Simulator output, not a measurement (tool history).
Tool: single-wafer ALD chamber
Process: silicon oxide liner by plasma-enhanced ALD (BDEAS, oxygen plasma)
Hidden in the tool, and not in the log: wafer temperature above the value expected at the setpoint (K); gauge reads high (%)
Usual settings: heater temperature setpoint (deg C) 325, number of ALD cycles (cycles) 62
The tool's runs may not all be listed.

| run | day | heater temperature setpoint (deg C) | number of ALD cycles (cycles) | wafers since the last listed run | hours since the last thermocouple change | hours since the gauge calibration | read-back reference wafer on the same gauge, thickness_nm | mean film thickness on the monitor wafer (angstrom) |
|---|---|---|---|---|---|---|---|---|
| 1 | 0.000 | 320 | 62 | 0 | 1560.7 | 414.8 | 5.578 | 55.31 |
| 2 | 1.742 | 320 | 62 | 284 | 1602.5 | 456.6 | 5.579 | 55.13 |
| 3 | 9.950 | 325 | 62 | 1342 | 1799.5 | 653.6 | 5.581 | 55.01 |
| 4 | 11.488 | 325 | 62 | 251 | 1836.4 | 690.5 | 5.579 | 54.84 |
| 5 | 13.929 | 325 | 62 | 399 | 1895.0 | 749.1 | 5.584 | 55.00 |
| 6 | 16.308 | 325 | 62 | 389 | 1952.1 | 806.2 | 5.578 | 54.66 |
| 7 | 17.488 | 325 | 54 | 192 | 1980.4 | 834.5 | 5.580 | 47.87 |
| 8 | 20.483 | 325 | 54 | 490 | 2052.3 | 906.4 | 5.583 | 47.82 |
| 9 | 24.038 | 325 | 54 | 581 | 2137.6 | 991.7 | 5.579 | 47.67 |
| 10 | 25.288 | 325 | 62 | 204 | 2167.6 | 1021.7 | 5.581 | 54.97 |
| 11 | 27.788 | 325 | 62 | 408 | 2227.6 | 1081.7 | 5.576 | 54.73 |
| 12 | 29.650 | 325 | 62 | 304 | 2272.3 | 1126.4 | 5.580 | 54.66 |
| 13 | 30.792 | 325 | 62 | 186 | 2299.7 | 1153.8 | 5.579 | 55.11 |
| 14 | 32.571 | 325 | 54 | 291 | 2342.4 | 1196.5 | 5.580 | 47.89 |
| 15 | 33.904 | 330 | 55 | 218 | 2374.4 | 1228.5 | 5.581 | 48.18 |
|  | 34.321 | gauge calibrated |
|  | 35.062 | thermocouple changed; heater temperature recalibrated |
| 16 | 35.846 | 329 | 56 | 263 | 18.8 | 36.6 | 5.579 | 49.20 |
| 17 | 37.233 | 325 | 62 | 226 | 52.1 | 69.9 | 5.584 | 55.09 |
| 18 | 39.892 | 335 | 68 | 434 | 115.9 | 133.7 | 5.577 | 59.40 |
| 19 | 41.654 | 325 | 62 | 288 | 158.2 | 176.0 | 5.577 | 54.68 |
| 20 | 43.288 | 340 | 58 | 267 | 197.4 | 215.2 | 5.577 | 50.06 |
| 21 | 45.208 | 336 | 62 | 314 | 243.5 | 261.3 | 5.583 | 54.08 |
| 22 | 47.175 | 312 | 55 | 321 | 290.7 | 308.5 | 5.578 | 49.54 |
| 23 | 48.708 | 337 | 56 | 250 | 327.5 | 345.3 | 5.582 | 48.81 |
| 24 | 50.025 | 314 | 50 | 215 | 359.1 | 376.9 | 5.583 | 45.06 |
| 25 | 52.254 | 325 | 62 | 364 | 412.6 | 430.4 | 5.580 | 54.98 |
| 26 | 54.492 | 325 | 62 | 366 | 466.3 | 484.1 | 5.587 | 54.80 |
| 27 | 55.721 | 325 | 53 | 201 | 495.8 | 513.6 | 5.577 | 46.72 |

How the hidden state differs across the entries between the runs, from the last listed run before each to the first after it:
Between runs 15 and 16: gauge calibrated (day 34.321); thermocouple changed; heater temperature recalibrated (day 35.062)
  no hidden state differs between the two runs
